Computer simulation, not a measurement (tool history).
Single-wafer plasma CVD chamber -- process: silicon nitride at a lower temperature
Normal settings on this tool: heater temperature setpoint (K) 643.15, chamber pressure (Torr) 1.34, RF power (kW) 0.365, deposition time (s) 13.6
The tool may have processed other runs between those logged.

run   hour  heater temperature setpoint (K)  chamber pressure (Torr)  RF power (kW)  deposition time (s)  read-back reference wafer on the same gauge, thickness_nm  mean film thickness on the monitor wafer (Å)
  1      0                           643.15                     1.34          0.365                 13.6                                                     16.501                                        150.08
  2   13.1                           643.15                     1.34          0.365                 13.6                                                     16.501                                        150.67
  3   21.6                           643.15                     1.34          0.365                 13.6                                                     16.501                                        151.03
  4   32.4                           643.15                     1.34          0.365                 13.6                                                     16.482                                        150.73
  5   43.8                           643.15                     1.34          0.365                 13.6                                                     16.509                                        150.65
  6   61.2                           643.15                     1.34          0.365                 13.6                                                       16.5                                        150.85
  7   74.4                           643.15                     1.34          0.365                 13.6                                                       16.5                                        150.02
  8    111                           643.15                     1.34          0.365                 13.6                                                     16.482                                        149.87
     131.7  -- gauge calibrated
     131.9  -- capacitance manometer re-zeroed and calibrated
  9  132.4                           643.15                     1.34          0.365                 13.6                                                     16.506                                        149.38
     142.2  -- RF generator calibrated
 10  142.7                           643.15                     1.34          0.365                 13.6                                                     16.499                                        159.85
 11  162.9                           643.15                     1.34          0.365                 13.6                                                     16.496                                        158.16
 12  171.1                           643.15                     1.34          0.365                 13.6                                                     16.498                                        158.85
 13  180.5                           643.15                     1.34          0.365                 13.6                                                     16.512                                        158.69
 14  189.2                           643.15                     1.34          0.395                 16.1                                                     16.494                                        199.72
 15  206.5                           636.15                     1.59           0.31                 12.4                                                     16.491                                        130.95
     227.4  -- showerhead replaced, of another model than before
 16  227.9                           643.15                     1.34          0.325                 13.6                                                     16.496                                        139.31
 17  233.1                           650.15                     1.19          0.365                 13.6                                                     16.504                                        154.65
 18  240.7                           652.15                     1.03           0.43                 12.8                                                     16.502                                        167.15
     255.3  -- thermocouple changed; heater temperature recalibrated
 19  255.8                           651.15                     1.24          0.405                 16.2                                                     16.495                                        203.61
 20    266                           643.15                     1.34          0.365                 13.6                                                     16.495                                        157.61
 21  273.2                           656.15                     1.34           0.43                 14.5                                                     16.498                                        192.64
 22  286.4                           643.15                     1.34          0.365                 13.6                                                      16.49                                         156.2
 23  301.2                           643.15                     1.34            0.4                 13.6                                                     16.495                                        171.23
 24  307.3                           643.15                     1.34          0.415                   16                                                      16.51                                        207.75

What does the tool deliver on the next run?
 25  319.5                           658.15                     1.34          0.365                 12.5                                                          ?                                             ?

read-back reference wafer on the same gauge, thickness_nm: 16.496
mean film thickness on the monitor wafer (Å): 143.18
If the tool had no hidden condition, the same run with the same run-to-run variation would have returned mean film thickness on the monitor wafer (Å) 145.77.
